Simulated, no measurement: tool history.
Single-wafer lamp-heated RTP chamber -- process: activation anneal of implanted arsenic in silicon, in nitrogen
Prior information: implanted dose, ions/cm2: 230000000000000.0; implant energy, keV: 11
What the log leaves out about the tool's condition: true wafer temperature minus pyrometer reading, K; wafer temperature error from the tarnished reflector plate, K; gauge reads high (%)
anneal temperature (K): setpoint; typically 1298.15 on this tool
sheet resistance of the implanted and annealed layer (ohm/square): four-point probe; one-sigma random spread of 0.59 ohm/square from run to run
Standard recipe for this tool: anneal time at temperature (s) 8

run	hour	anneal temperature (K)	anneal time at temperature (s)	wafers since the last listed run	wafers since the last pyrometer calibration	wafers since the reflector plate was cleaned	hours since the gauge calibration	read-back reference wafer on the same gauge, sheet resistance	sheet resistance of the implanted and annealed layer (ohm/square)
1	0	1298.15	5	0	6405	2728	1300.8	397.77	392.22
2	77.2	1298.15	8	889	7294	3617	1378	397.86	390.79
# hour 137.5: pyrometer window cleaned and pyrometer calibrated
3	139.2	1320.15	8	622	19	4239	1440	398	387.61
4	204.6	1320.15	8	753	772	4993	1505.4	398.05	387.83
5	261.4	1320.15	8	654	1427	5647	1562.2	397.99	386.61
6	345	1298.15	4	963	2390	6610	1645.8	398.11	396.04
7	438.2	1298.15	4	1073	3463	7684	1739	397.78	394.92
# hour 471.2: reflector plate cleaned
8	535.6	1298.15	8	1029	4493	742	1836.4	398.1	390.75
9	580	1298.15	8	511	5005	1253	1880.8	398.13	390.38
10	626.4	1298.15	12	534	5539	1788	1927.2	398.11	387.74
11	729.4	1298.15	12	1186	6726	2974	2030.2	397.86	385.51
12	817.1	1298.15	8	1010	7736	3985	2117.9	398.04	388.47
# hour 831.3: pyrometer window cleaned and pyrometer calibrated
13	902	1298.15	8	885	814	4871	2202.8	397.95	391.33
14	942.6	1298.15	8	467	1282	5338	2243.4	398.17	391.5
# hour 1046.7: reflector plate cleaned
15	1048.4	1298.15	12	1126	2408	20	2349.2	398.03	388.27
16	1113	1298.15	8	744	3152	764	2413.8	398.04	390.47
17	1149.1	1298.15	8	415	3568	1180	2449.9	398.09	390.1
18	1199.1	1298.15	8	576	4144	1756	2499.9	398.02	390.84
19	1264.8	1319.15	5	756	4901	2512	2565.6	397.79	390.91
20	1308.2	1274.15	11	499	5401	3012	2609	398.11	392.17
21	1415.9	1271.15	13	1240	6642	4253	2716.7	398.03	391.02
# hour 1437: pyrometer window cleaned and pyrometer calibrated
# hour 1470.3: gauge calibrated
22	1481.5	1277.15	10	663	513	4917	11.2	397.74	393.74
23	1522.7	1323.15	5	474	987	5391	52.4	398.21	390.39
24	1564.7	1298.15	10	483	1471	5875	94.4	397.9	389.47
# hour 1604: reflector plate cleaned
25	1657.8	1298.15	8	980	2452	619	187.5	398.07	389.97
26	1765.4	1298.15	11	1239	3691	1859	295.1	398	387.14
27	1871.1	1298.15	8	1217	4909	3076	400.8	397.84	390.36
28	1936.6	1298.15	13	754	5663	3831	466.3	398.16	384.82
# hour 1990.8: pyrometer window cleaned and pyrometer calibrated
29	2025	1279.15	6	926	393	4757	554.7	397.77	396.47
30	2105.1	1298.15	8	922	1316	5680	634.8	397.91	390.95
# hour 2172.6: reflector plate cleaned
31	2207	1287.15	8	1081	2398	396	736.7	397.98	392.78
32	2298.7	1298.15	8	1056	3454	1452	828.4	398.01	390.23
33	2375.9	1311.15	4	889	4344	2342	905.6	397.81	394.17
34	2476.4	1298.15	6	1157	5501	3499	1006.1	398.13	392.03
35	2553.4	1277.15	4	887	6388	4386	1083.1	398.09	397.45

Each row is a separate what-if for the run after 35, all from the same tool condition, not one after another. Results?
A	2553.8	1269.15	8	4	6393	4391	1083.5	?	?
B	2553.8	1288.15	10	4	6393	4391	1083.5	?	?
C	2553.8	1278.15	7	4	6393	4391	1083.5	?	?
D	2553.8	1308.15	7	4	6393	4391	1083.5	?	?
E	2553.8	1298.15	9	4	6393	4391	1083.5	?	?

run	read-back reference wafer on the same gauge, sheet resistance	sheet resistance of the implanted and annealed layer (ohm/square)
A	398.05	395.2
B	398.05	390.61
C	398.05	394.64
D	398.05	389.7
E	398.05	389.57
Without the tool's hidden state the same runs would have given:
run	sheet resistance of the implanted and annealed layer (ohm/square)
A	396.77
B	392.5
C	396.29
D	391.59
E	391.53
